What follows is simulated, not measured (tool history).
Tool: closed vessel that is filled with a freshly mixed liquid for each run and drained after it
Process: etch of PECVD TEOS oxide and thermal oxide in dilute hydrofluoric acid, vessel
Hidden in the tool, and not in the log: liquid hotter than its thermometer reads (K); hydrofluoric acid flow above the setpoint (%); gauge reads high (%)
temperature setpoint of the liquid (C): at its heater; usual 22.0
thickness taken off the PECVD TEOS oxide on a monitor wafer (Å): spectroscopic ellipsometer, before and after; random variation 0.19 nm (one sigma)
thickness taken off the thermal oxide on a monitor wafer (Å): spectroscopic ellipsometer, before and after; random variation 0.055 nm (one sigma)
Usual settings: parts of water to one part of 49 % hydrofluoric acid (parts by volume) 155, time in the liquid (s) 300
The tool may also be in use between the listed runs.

run,hour,temperature setpoint of the liquid (C),parts of water to one part of 49 % hydrofluoric acid (parts by volume),time in the liquid (s),wafers since the last listed run,hours since the thermometer was replaced,hours since the hydrofluoric acid flow meter was replaced,hours since the gauge calibration,"read-back film thickness of the PECVD TEOS oxide reference wafer, read on the same gauge (nm)","read-back film thickness of the thermal oxide reference wafer, read on the same gauge (nm)",thickness taken off the PECVD TEOS oxide on a monitor wafer (Å),thickness taken off the thermal oxide on a monitor wafer (Å)
1,0.0,22.0,155,300,0,2061.6,2062.9,164.4,70.02,129.99,382.1,86.4
2,24.1,22.0,155,300,2007,2085.7,2087.0,188.5,70.05,130.00,378.3,85.1
3,43.6,22.0,155,300,1624,2105.2,2106.5,208.0,70.03,130.01,381.2,87.1
4,76.3,22.0,155,300,2724,2137.9,2139.2,240.7,70.00,129.99,380.7,86.7
5,105.8,22.0,155,300,2457,2167.4,2168.7,270.2,70.00,130.01,379.5,86.6
6,136.3,22.0,155,300,2540,2197.9,2199.2,300.7,70.02,129.99,384.3,87.7
# hour 153.8: thermometer replaced
7,154.4,22.0,155,300,1424,0.6,2217.3,318.8,70.02,130.00,346.3,78.9
8,168.9,25.5,155,300,1207,15.1,2231.8,333.3,69.96,129.99,397.5,90.4
9,195.4,25.5,155,300,2207,41.6,2258.3,359.8,70.02,129.98,397.6,91.3
10,208.5,25.5,155,300,1091,54.7,2271.4,372.9,70.04,130.01,392.5,90.8
# hour 221.4: hydrofluoric acid flow meter replaced
11,222.5,19.0,235,300,1083,68.7,1.1,386.9,70.01,130.00,189.1,42.8
12,256.5,22.0,155,470,2832,102.7,35.1,420.9,69.96,130.00,541.9,123.5
13,276.5,26.0,195,395,1666,122.7,55.1,440.9,69.96,130.00,403.1,92.2
# hour 281.0: gauge calibrated
14,290.1,19.5,210,300,1133,136.3,68.7,9.1,70.01,130.00,222.4,50.0
15,321.2,26.5,155,300,2590,167.4,99.8,40.2,70.01,130.00,414.8,94.5
16,343.5,17.5,220,145,1857,189.7,122.1,62.5,70.03,129.98,94.0,21.4
17,416.7,19.5,190,155,6098,262.9,195.3,135.7,70.02,130.00,129.6,29.3
18,441.7,18.5,100,300,2082,287.9,220.3,160.7,70.04,130.01,500.8,113.7
19,459.0,22.0,155,205,1441,305.2,237.6,178.0,69.98,129.99,241.3,54.3
20,471.2,22.0,155,300,1016,317.4,249.8,190.2,69.96,130.02,350.6,80.8
21,497.7,22.0,155,300,2207,343.9,276.3,216.7,70.01,130.01,350.9,79.9

Forecast each of these 3 alternatives for the next run:
A,498.4,22.0,210,300,58,344.6,277.0,217.4,?,?,?,?
B,498.4,22.0,75,400,58,344.6,277.0,217.4,?,?,?,?
C,498.4,22.0,105,175,58,344.6,277.0,217.4,?,?,?,?

run,"read-back film thickness of the PECVD TEOS oxide reference wafer, read on the same gauge (nm)","read-back film thickness of the thermal oxide reference wafer, read on the same gauge (nm)",thickness taken off the PECVD TEOS oxide on a monitor wafer (Å),thickness taken off the thermal oxide on a monitor wafer (Å)
A,70.03,130.01,245.6,55.7
B,70.03,130.01,1066.7,242.0
C,70.03,130.01,321.5,72.9
Without the tool's hidden state the same runs would have given:
run,thickness taken off the PECVD TEOS oxide on a monitor wafer (Å),thickness taken off the thermal oxide on a monitor wafer (Å)
A,240.9,54.6
B,1044.2,236.9
C,314.9,71.4
